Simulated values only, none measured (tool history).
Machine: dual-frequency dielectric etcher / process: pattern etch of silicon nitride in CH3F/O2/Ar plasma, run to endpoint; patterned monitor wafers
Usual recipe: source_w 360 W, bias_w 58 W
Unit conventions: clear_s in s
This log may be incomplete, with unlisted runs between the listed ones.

| run | hour | source_w | bias_w | incoming incoming film thickness, nm | clear_s |
|---|---|---|---|---|---|
| 1 | 0.0 | 360 | 68 | 24.11 | 37.0 |
| 2 | 7.9 | 360 | 58 | 24.06 | 40.0 |
| 3 | 24.3 | 360 | 58 | 24.21 | 40.3 |
| 4 | 40.5 | 360 | 61 | 24.35 | 39.5 |
|  | 74.0 | upper electrode replaced |
|  | 96.7 | wet clean of the chamber |
| 5 | 97.2 | 360 | 61 | 24.61 | 37.8 |
| 6 | 97.6 | 360 | 58 | 24.52 | 38.9 |
| 7 | 108.0 | 360 | 58 | 24.42 | 38.4 |
|  | 117.0 | bias power generator calibrated |
| 8 | 117.5 | 360 | 58 | 24.31 | 38.5 |
| 9 | 133.5 | 390 | 52 | 24.53 | 39.8 |
|  | 137.8 | source power generator calibrated |
| 10 | 148.6 | 360 | 46 | 24.34 | 42.8 |
| 11 | 162.7 | 360 | 58 | 24.51 | 39.0 |
| 12 | 171.2 | 390 | 58 | 24.10 | 37.4 |
| 13 | 183.1 | 330 | 51 | 24.21 | 42.3 |
| 14 | 192.7 | 280 | 52 | 24.09 | 44.6 |

3 options for the next run, each taken on its own from the tool as it stands now. Forecast them:
| A | 193.1 | 430 | 58 | 24.19 | ? |
| B | 193.1 | 430 | 70 | 24.19 | ? |
| C | 193.1 | 400 | 66 | 24.19 | ? |

| run | clear_s |
|---|---|
| A | 36.0 |
| B | 33.1 |
| C | 34.9 |
Without the tool's hidden state the same runs would have given:
| run | clear_s |
|---|---|
| A | 35.8 |
| B | 32.8 |
| C | 34.6 |
